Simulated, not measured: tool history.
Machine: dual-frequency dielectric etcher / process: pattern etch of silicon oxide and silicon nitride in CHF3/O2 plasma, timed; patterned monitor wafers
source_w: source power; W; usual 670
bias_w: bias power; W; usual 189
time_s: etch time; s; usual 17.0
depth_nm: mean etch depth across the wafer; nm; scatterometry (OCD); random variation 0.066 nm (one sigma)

run   hour  source_w  bias_w  time_s  wafers since the last listed run  hours since the last wet clean  hours since the last source power generator calibration  hours since the last bias power generator calibration  hours since the last upper electrode change  hours since the gauge calibration  read-back reference wafer on the same gauge, depth_nm  depth_nm
  1    0.0       670     204    17.0                                 0                           369.2                                                   3925.7                                                 2226.6                                       4496.5                             1486.5                                                  34.26     30.38
      13.3  -- gauge calibrated
  2   29.6       670     189    17.0                               525                           398.8                                                   3955.3                                                 2256.2                                       4526.1                               16.3                                                  33.42     28.98
  3   64.4       670     189    17.0                               617                           433.6                                                   3990.1                                                 2291.0                                       4560.9                               51.1                                                  33.42     28.91
  4   96.8       560     189    17.0                               575                           466.0                                                   4022.5                                                 2323.4                                       4593.3                               83.5                                                  33.45     27.22
  5  113.1       560     189    17.0                               289                           482.3                                                   4038.8                                                 2339.7                                       4609.6                               99.8                                                  33.48     27.15
  6  132.7       560     189    17.0                               348                           501.9                                                   4058.4                                                 2359.3                                       4629.2                              119.4                                                  33.48     27.35
     172.5  -- wet clean of the chamber
  7  173.0       670     189    17.0                               289                             0.5                                                   4098.7                                                 2399.6                                       4669.5                              159.7                                                  33.48     29.12
  8  196.0       670     212    21.0                               408                            23.5                                                   4121.7                                                 2422.6                                       4692.5                              182.7                                                  33.50     37.00
  9  210.1       670     189    17.0                               250                            37.6                                                   4135.8                                                 2436.7                                       4706.6                              196.8                                                  33.54     29.06
     238.4  -- source power generator calibrated
     251.4  -- upper electrode replaced
 10  251.9       560     189    17.0                               441                            79.4                                                     13.5                                                 2478.5                                          0.5                              238.6                                                  33.53     27.23
 11  260.1       670     189    17.0                               145                            87.6                                                     21.7                                                 2486.7                                          8.7                              246.8                                                  33.55     29.12
 12  276.0       620     189    17.0                               282                           103.5                                                     37.6                                                 2502.6                                         24.6                              262.7                                                  33.56     28.43
 13  304.4       670     154    16.0                               504                           131.9                                                     66.0                                                 2531.0                                         53.0                              291.1                                                  33.59     26.09
 14  329.0       810     170    17.0                               436                           156.5                                                     90.6                                                 2555.6                                         77.6                              315.7                                                  33.62     30.25
     352.4  -- bias power generator calibrated
 15  361.2       670     189    12.5                               500                           188.7                                                    122.8                                                    8.8                                        109.8                              347.9                                                  33.63     21.42
 16  374.2       670     189    20.5                               230                           201.7                                                    135.8                                                   21.8                                        122.8                              360.9                                                  33.60     35.16
 17  389.5       560     205    12.5                               271                           217.0                                                    151.1                                                   37.1                                        138.1                              376.2                                                  33.63     20.60
 18  412.2       670     189    17.0                               403                           239.7                                                    173.8                                                   59.8                                        160.8                              398.9                                                  33.62     29.16
 19  426.5       540     143    14.5                               253                           254.0                                                    188.1                                                   74.1                                        175.1                              413.2                                                  33.64     21.47
 20  483.0       670     189    17.0                              1003                           310.5                                                    244.6                                                  130.6                                        231.6                              469.7                                                  33.69     29.19
 21  500.3       630     160    17.0                               307                           327.8                                                    261.9                                                  147.9                                        248.9                              487.0                                                  33.71     27.19
 22  530.3       670     148    15.5                               532                           357.8                                                    291.9                                                  177.9                                        278.9                              517.0                                                  33.72     25.04
 23  551.0       820     189    22.0                               367                           378.5                                                    312.6                                                  198.6                                        299.6                              537.7                                                  33.73     40.64
 24  567.1       670     189    17.0                               285                           394.6                                                    328.7                                                  214.7                                        315.7                              553.8                                                  33.74     29.11
 25  592.0       670     189    17.0                               442                           419.5                                                    353.6                                                  239.6                                        340.6                              578.7                                                  33.76     29.32
 26  629.2       670     152    19.5                               660                           456.7                                                    390.8                                                  276.8                                        377.8                              615.9                                                  33.79     31.65
 27  657.7       670     154    16.0                               506                           485.2                                                    419.3                                                  305.3                                        406.3                              644.4                                                  33.81     26.24

What does the tool deliver on the next run?
 28  670.7       500     233    14.5                               230                           498.2                                                    432.3                                                  318.3                                        419.3                              657.4                                                      ?         ?

read-back reference wafer on the same gauge, depth_nm: 33.81
depth_nm: 23.97 nm
The same run, on a tool lacking any hidden state, would have yielded depth_nm 23.68 nm.
